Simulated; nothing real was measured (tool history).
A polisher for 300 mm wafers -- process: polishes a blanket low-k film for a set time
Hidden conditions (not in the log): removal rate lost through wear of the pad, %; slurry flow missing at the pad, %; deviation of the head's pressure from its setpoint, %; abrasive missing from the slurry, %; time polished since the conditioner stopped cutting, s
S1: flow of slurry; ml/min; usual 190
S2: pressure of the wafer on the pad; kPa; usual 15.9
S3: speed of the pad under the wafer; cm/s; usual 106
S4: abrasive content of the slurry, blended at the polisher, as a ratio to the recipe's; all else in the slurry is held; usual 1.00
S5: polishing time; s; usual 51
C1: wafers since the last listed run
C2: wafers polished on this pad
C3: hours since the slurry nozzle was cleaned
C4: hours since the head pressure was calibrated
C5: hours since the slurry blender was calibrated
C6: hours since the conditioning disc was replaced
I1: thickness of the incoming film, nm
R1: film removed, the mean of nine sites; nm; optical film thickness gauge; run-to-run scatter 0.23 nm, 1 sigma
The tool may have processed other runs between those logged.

run,hour,S1,S2,S3,S4,S5,C1,C2,C3,C4,C5,C6,I1,R1
1,0.0,190,15.9,106,1.10,51,0,1818,3.6,442.2,424.7,269.6,784.6,22.9
# hour 21.1: slurry blender recalibrated
2,69.3,165,15.9,106,1.00,51,486,2304,72.9,511.5,48.2,338.9,770.1,21.2
3,118.0,165,15.9,106,1.00,51,352,2657,121.6,560.2,96.9,387.6,777.0,21.3
4,181.7,165,15.9,106,1.00,51,460,3117,185.3,623.9,160.6,451.3,792.0,20.9
# hour 217.9: conditioning disc replaced and pad reconditioned
# hour 235.3: worn pad replaced by a new one
5,235.8,190,15.9,106,1.00,51,347,3,239.4,678.0,214.7,17.9,779.1,21.0
6,299.7,190,15.9,106,1.00,51,462,465,303.3,741.9,278.6,81.8,761.9,20.8
7,324.4,130,15.9,106,1.30,39,178,644,328.0,766.6,303.3,106.5,777.2,16.3
8,382.7,155,18.6,106,0.80,65,421,1065,386.3,824.9,361.6,164.8,786.1,27.7
9,418.7,190,15.9,130,1.00,51,260,1326,422.3,860.9,397.6,200.8,778.0,24.4
# hour 452.5: slurry blender recalibrated
10,453.0,190,15.9,106,1.00,51,233,1559,456.6,895.2,0.5,235.1,782.9,20.9
# hour 468.1: slurry nozzle cleaned
11,483.8,190,15.9,68,1.00,51,215,1775,15.7,926.0,31.3,265.9,796.6,14.4
# hour 505.0: head pressure recalibrated
12,542.1,190,15.9,106,1.00,51,407,2182,74.0,37.1,89.6,324.2,791.8,23.5
# hour 670.7: conditioning disc replaced and pad reconditioned
13,676.0,190,15.9,78,1.00,51,954,3136,207.9,171.0,223.5,5.3,770.8,17.6
14,719.2,190,15.9,140,1.00,51,312,3449,251.1,214.2,266.7,48.5,779.0,28.4
# hour 725.0: worn pad replaced by a new one
15,753.9,190,18.6,106,1.00,35,222,209,285.8,248.9,301.4,83.2,777.3,18.2
16,779.4,165,11.0,106,0.85,37,184,393,311.3,274.4,326.9,108.7,786.0,10.4
17,813.2,190,15.9,106,1.00,51,244,638,345.1,308.2,360.7,142.5,772.4,22.7
18,843.6,190,15.9,106,1.00,58,219,858,375.5,338.6,391.1,172.9,790.2,24.6
19,872.9,130,10.3,96,1.00,36,211,1070,404.8,367.9,420.4,202.2,773.1,8.5
# hour 889.1: slurry nozzle cleaned
# hour 897.3: slurry blender recalibrated
20,933.5,190,15.9,106,1.00,51,416,1486,44.4,428.5,36.2,262.8,777.8,22.2
21,957.9,190,15.9,138,1.00,51,176,1663,68.8,452.9,60.6,287.2,777.3,26.3
22,1000.3,210,15.9,82,1.00,51,306,1969,111.2,495.3,103.0,329.6,784.1,17.8
23,1044.7,155,18.6,106,0.80,65,321,2290,155.6,539.7,147.4,374.0,773.8,29.2
24,1081.4,130,15.9,106,1.30,39,265,2556,192.3,576.4,184.1,410.7,762.1,16.9
# hour 1101.1: worn pad replaced by a new one
25,1109.5,190,11.7,136,1.00,51,174,60,220.4,604.5,212.2,438.8,782.1,19.3
# hour 1117.7: conditioning disc replaced and pad reconditioned
26,1176.1,190,15.9,106,0.80,51,467,528,287.0,671.1,278.8,58.4,783.5,19.4

Each row is a separate what-if for the run after 26, all from the same tool condition, not one after another. Results?
A,1176.5,190,15.9,106,1.00,63,2,530,287.4,671.5,279.2,58.8,776.3,?
B,1176.5,225,15.9,106,0.75,57,2,530,287.4,671.5,279.2,58.8,776.3,?
C,1176.5,225,15.9,106,1.00,51,2,530,287.4,671.5,279.2,58.8,776.3,?

run,R1
A,26.2
B,21.9
C,21.7
Take away the tool's hidden state, keep each run's random variation, and the runs would have read:
run,R1
A,29.0
B,24.3
C,24.1
